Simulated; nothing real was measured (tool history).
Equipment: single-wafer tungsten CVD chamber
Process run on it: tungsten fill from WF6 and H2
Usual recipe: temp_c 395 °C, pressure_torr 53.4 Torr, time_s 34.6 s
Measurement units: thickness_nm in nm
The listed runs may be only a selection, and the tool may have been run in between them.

run   hour  temp_c  pressure_torr  time_s  wafers since the last listed run  hours since the last thermocouple change  hours since the last manometer calibration  hours since the showerhead was replaced  hours since the gauge calibration  read-back reference wafer on the same gauge, thickness_nm  thickness_nm
  1    0.0     387           60.2    34.6                                 0                                    1297.5                                       818.4                                   7118.8                              297.4                                                    106.993       102.968
  2    7.5     395           53.4    32.1                               149                                    1305.0                                       825.9                                   7126.3                              304.9                                                    107.004       104.013
  3   18.0     395           53.4    32.1                               209                                    1315.5                                       836.4                                   7136.8                              315.4                                                    106.967       104.725
  4   28.3     387           53.4    34.6                               205                                    1325.8                                       846.7                                   7147.1                              325.7                                                    107.000        98.816
  5   81.8     387           53.4    34.6                              1069                                    1379.3                                       900.2                                   7200.6                              379.2                                                    106.984        98.707
  6   92.9     387           53.4    34.6                               221                                    1390.4                                       911.3                                   7211.7                              390.3                                                    107.009        98.166
  7  107.3     395           53.4    34.6                               287                                    1404.8                                       925.7                                   7226.1                              404.7                                                    106.978       113.004
     108.6  -- gauge calibrated
  8  122.1     395           53.4    34.6                               295                                    1419.6                                       940.5                                   7240.9                               13.5                                                    107.032       112.584
  9  128.5     395           53.4    34.6                               127                                    1426.0                                       946.9                                   7247.3                               19.9                                                    106.981       112.952
     148.5  -- thermocouple changed; heater temperature recalibrated
 10  149.0     395           48.1    34.6                               249                                       0.5                                       967.4                                   7267.8                               40.4                                                    107.040       108.032
 11  152.6     395           48.1    34.6                                71                                       4.1                                       971.0                                   7271.4                               44.0                                                    107.004       107.933
 12  165.8     400           53.4    34.6                               263                                      17.3                                       984.2                                   7284.6                               57.2                                                    106.978       122.311
 13  172.6     400           53.4    34.6                               135                                      24.1                                       991.0                                   7291.4                               64.0                                                    106.927       122.390
 14  184.5     400           53.4    34.6                               237                                      36.0                                      1002.9                                   7303.3                               75.9                                                    106.994       122.397
     199.3  -- capacitance manometer re-zeroed and calibrated
 15  199.8     395           53.4    30.0                               145                                      51.3                                         0.5                                   7318.6                               91.2                                                    107.021        97.734
 16  209.1     406           60.8    34.6                               185                                      60.6                                         9.8                                   7327.9                              100.5                                                    107.053       140.925
 17  224.9     395           53.4    34.6                               315                                      76.4                                        25.6                                   7343.7                              116.3                                                    106.978       112.831
 18  238.4     395           53.4    34.6                               269                                      89.9                                        39.1                                   7357.2                              129.8                                                    106.990       112.672
 19  249.4     380           45.5    28.3                               219                                     100.9                                        50.1                                   7368.2                              140.8                                                    107.064        67.123
 20  263.2     386           53.4    28.8                               275                                     114.7                                        63.9                                   7382.0                              154.6                                                    106.995        80.366
 21  276.9     395           63.1    34.6                               273                                     128.4                                        77.6                                   7395.7                              168.3                                                    106.999       119.969
 22  292.4     395           53.4    34.6                               309                                     143.9                                        93.1                                   7411.2                              183.8                                                    107.012       113.292
 23  303.4     395           53.4    34.6                               219                                     154.9                                       104.1                                   7422.2                              194.8                                                    107.018       112.816
 24  317.9     395           53.4    34.6                               289                                     169.4                                       118.6                                   7436.7                              209.3                                                    107.041       112.215
     332.1  -- showerhead replaced
 25  332.6     405           53.4    37.5                               133                                     184.1                                       133.3                                      0.5                              224.0                                                    107.019       143.713
 26  341.7     408           58.6    28.0                               181                                     193.2                                       142.4                                      9.6                              233.1                                                    106.985       115.383
 27  357.3     386           53.4    28.8                               311                                     208.8                                       158.0                                     25.2                              248.7                                                    106.977        80.605
 28  374.2     401           43.3    34.6                               337                                     225.7                                       174.9                                     42.1                              265.6                                                    106.944       115.610
 29  385.4     387           64.8    30.3                               223                                     236.9                                       186.1                                     53.3                              276.8                                                    107.008        92.486
 30  394.2     382           62.9    30.5                               175                                     245.7                                       194.9                                     62.1                              285.6                                                    106.972        84.056
 31  405.5     387           62.0    32.7                               225                                     257.0                                       206.2                                     73.4                              296.9                                                    107.045        97.779
 32  414.5     395           53.4    31.7                               179                                     266.0                                       215.2                                     82.4                              305.9                                                    107.014       103.702
 33  429.0     388           40.2    37.6                               289                                     280.5                                       229.7                                     96.9                              320.4                                                    107.022        99.017
 34  438.1     395           53.4    34.6                               181                                     289.6                                       238.8                                    106.0                              329.5                                                    107.012       112.803
 35  452.1     388           58.6    29.0                               279                                     303.6                                       252.8                                    120.0                              343.5                                                    106.956        86.420

Branching from run 35: 3 alternative next runs. What would each branch give?
  A  452.5     395           53.4    34.6                                 7                                     304.0                                       253.2                                    120.4                              343.9                                                          ?             ?
  B  452.5     402           65.7    28.9                                 7                                     304.0                                       253.2                                    120.4                              343.9                                                          ?             ?
  C  452.5     399           53.4    28.1                                 7                                     304.0                                       253.2                                    120.4                              343.9                                                          ?             ?

run  read-back reference wafer on the same gauge, thickness_nm  thickness_nm
  A                                                    106.985       113.309
  B                                                    106.985       114.402
  C                                                    106.985        98.208
Had the tool no hidden state, the same runs would have come out as:
run  thickness_nm
  A       113.309
  B       114.402
  C        98.208

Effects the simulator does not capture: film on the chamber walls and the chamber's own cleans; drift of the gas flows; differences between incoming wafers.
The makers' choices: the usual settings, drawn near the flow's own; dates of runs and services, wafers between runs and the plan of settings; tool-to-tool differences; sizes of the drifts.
